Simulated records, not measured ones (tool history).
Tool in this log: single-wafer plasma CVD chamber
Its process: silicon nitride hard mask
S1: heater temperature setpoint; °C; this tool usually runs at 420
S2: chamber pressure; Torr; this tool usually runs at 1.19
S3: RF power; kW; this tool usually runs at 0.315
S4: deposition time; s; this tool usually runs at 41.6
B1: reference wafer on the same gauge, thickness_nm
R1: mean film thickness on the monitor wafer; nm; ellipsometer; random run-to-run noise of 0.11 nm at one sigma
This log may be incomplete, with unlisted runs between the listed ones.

run 1 hour=0 | S1=420 S2=1.12 S3=0.315 S4=41.6 | B1=38.848 | R1=42.194
run 2 hour=40 | S1=420 S2=1.12 S3=0.315 S4=41.6 | B1=38.787 | R1=42.088
run 3 hour=131.2 | S1=413 S2=1.19 S3=0.315 S4=41.6 | B1=38.811 | R1=43.187
run 4 hour=205.2 | S1=413 S2=1.19 S3=0.315 S4=41.6 | B1=38.809 | R1=43.078
run 5 hour=247.9 | S1=420 S2=1.19 S3=0.315 S4=48.1 | B1=38.812 | R1=49.394
run 6 hour=333.3 | S1=420 S2=1.19 S3=0.315 S4=41.6 | B1=38.812 | R1=42.804
-- hour=346.3 RF generator calibrated
run 7 hour=383.8 | S1=420 S2=1.19 S3=0.315 S4=41.6 | B1=38.837 | R1=43.472
-- hour=424 capacitance manometer re-zeroed and calibrated
run 8 hour=475.8 | S1=420 S2=1.19 S3=0.315 S4=41.6 | B1=38.824 | R1=44.52
-- hour=516 gauge calibrated
-- hour=537.7 showerhead replaced
run 9 hour=538.1 | S1=407 S2=0.93 S3=0.265 S4=36.3 | B1=38.818 | R1=32.507
run 10 hour=598.6 | S1=426 S2=1.1 S3=0.33 S4=41.6 | B1=38.777 | R1=43.505
run 11 hour=662.8 | S1=426 S2=1.19 S3=0.375 S4=36.4 | B1=38.807 | R1=41.551
run 12 hour=761.1 | S1=420 S2=1.19 S3=0.315 S4=41.6 | B1=38.811 | R1=43.628
run 13 hour=808.8 | S1=420 S2=1.19 S3=0.315 S4=41.6 | B1=38.804 | R1=43.665
run 14 hour=878.4 | S1=408 S2=1.19 S3=0.26 S4=41.6 | B1=38.802 | R1=40.139
-- hour=902.7 thermocouple changed; heater temperature recalibrated
run 15 hour=956.3 | S1=420 S2=1.19 S3=0.315 S4=41.6 | B1=38.795 | R1=43.627
run 16 hour=1039.3 | S1=420 S2=1.36 S3=0.37 S4=41.6 | B1=38.817 | R1=49.085
-- hour=1128 RF generator calibrated
run 17 hour=1131.9 | S1=420 S2=1.28 S3=0.34 S4=46.9 | B1=38.8 | R1=53.23

The same runs without the tool's hidden state, with the same run-to-run variation:
Hidden state present: wafer temperature above the value expected at the setpoint (K); delivered RF power above the setpoint (%); true pressure above the setpoint (%); gauge reads high (%).
run=1 R1=44.042
run=2 R1=43.997
run=3 R1=45.25
run=4 R1=45.237
run=5 R1=51.933
run=6 R1=45.107
run=7 R1=45.091
run=8 R1=45.222
run=9 R1=33.197
run=10 R1=44.508
run=11 R1=42.571
run=12 R1=44.896
run=13 R1=45.007
run=14 R1=41.503
run=15 R1=45.165
run=16 R1=50.846
run=17 R1=54.177

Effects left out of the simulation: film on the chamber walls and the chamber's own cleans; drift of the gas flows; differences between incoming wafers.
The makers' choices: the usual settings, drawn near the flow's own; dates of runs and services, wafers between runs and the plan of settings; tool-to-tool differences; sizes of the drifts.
